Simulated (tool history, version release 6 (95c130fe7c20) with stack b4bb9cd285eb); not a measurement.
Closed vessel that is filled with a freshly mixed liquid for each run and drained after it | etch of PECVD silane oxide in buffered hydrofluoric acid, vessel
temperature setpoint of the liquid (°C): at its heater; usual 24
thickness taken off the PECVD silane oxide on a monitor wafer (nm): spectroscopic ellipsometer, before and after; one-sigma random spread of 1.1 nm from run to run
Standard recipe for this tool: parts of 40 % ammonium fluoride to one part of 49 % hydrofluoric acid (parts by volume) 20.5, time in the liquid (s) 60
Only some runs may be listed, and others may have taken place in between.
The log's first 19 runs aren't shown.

| run | hour | temperature setpoint of the liquid (°C) | parts of 40 % ammonium fluoride to one part of 49 % hydrofluoric acid (parts by volume) | time in the liquid (s) | wafers since the last listed run | hours since the thermometer was replaced | hours since the hydrofluoric acid flow meter was replaced | hours since the gauge calibration | read-back film thickness of the PECVD silane oxide reference wafer, read on the same gauge (nm) | thickness taken off the PECVD silane oxide on a monitor wafer (nm) |
|---|---|---|---|---|---|---|---|---|---|---|
| 20 | 275.9 | 22.5 | 20.5 | 60 | 986 | 51 | 695.7 | 25.6 | 49.99 | 95.44 |
|  | 279.4 | hydrofluoric acid flow meter replaced |
| 21 | 286.4 | 26.5 | 14.5 | 60 | 704 | 61.5 | 7 | 36.1 | 49.97 | 186.53 |
| 22 | 301.4 | 24 | 14 | 90 | 1112 | 76.5 | 22 | 51.1 | 50 | 253.02 |
| 23 | 321.4 | 26 | 25.5 | 60 | 1483 | 96.5 | 42 | 71.1 | 50.01 | 110.2 |
| 24 | 332 | 24 | 20.5 | 60 | 786 | 107.1 | 52.6 | 81.7 | 49.98 | 114.97 |
| 25 | 348.3 | 24 | 23.5 | 60 | 1209 | 123.4 | 68.9 | 98 | 50.01 | 104.41 |
| 26 | 364.5 | 24 | 13 | 35 | 1201 | 139.6 | 85.1 | 114.2 | 49.99 | 104.34 |
| 27 | 381.7 | 24 | 20.5 | 60 | 1276 | 156.8 | 102.3 | 131.4 | 50.02 | 116.13 |
| 28 | 394.5 | 22.5 | 14.5 | 60 | 949 | 169.6 | 115.1 | 144.2 | 50.01 | 145.86 |
| 29 | 406.8 | 27.5 | 20.5 | 60 | 912 | 181.9 | 127.4 | 156.5 | 50.04 | 138.27 |
| 30 | 423.3 | 21 | 17.5 | 60 | 1224 | 198.4 | 143.9 | 173 | 50.01 | 111.62 |
| 31 | 440 | 20 | 20.5 | 90 | 1238 | 215.1 | 160.6 | 189.7 | 49.99 | 136.8 |
| 32 | 453.9 | 26.5 | 20.5 | 60 | 1031 | 229 | 174.5 | 203.6 | 49.98 | 127.81 |
| 33 | 470.5 | 24 | 13 | 60 | 1231 | 245.6 | 191.1 | 220.2 | 50 | 175.85 |
| 34 | 483.9 | 24 | 20.5 | 30 | 994 | 259 | 204.5 | 233.6 | 50 | 55.84 |

Below are 3 alternative next runs, each starting from the tool's condition after run 34. Predict each:
| A | 484.6 | 24 | 20.5 | 60 | 51 | 259.7 | 205.2 | 234.3 | ? | ? |
| B | 484.6 | 24 | 20.5 | 35 | 51 | 259.7 | 205.2 | 234.3 | ? | ? |
| C | 484.6 | 20 | 23 | 80 | 51 | 259.7 | 205.2 | 234.3 | ? | ? |

| run | read-back film thickness of the PECVD silane oxide reference wafer, read on the same gauge (nm) | thickness taken off the PECVD silane oxide on a monitor wafer (nm) |
|---|---|---|
| A | 50.01 | 113.86 |
| B | 50.01 | 66.42 |
| C | 50.01 | 112.32 |
Take away the tool's hidden state, keep each run's random variation, and the runs would have read:
| run | thickness taken off the PECVD silane oxide on a monitor wafer (nm) |
|---|---|
| A | 116.68 |
| B | 68.07 |
| C | 115.11 |
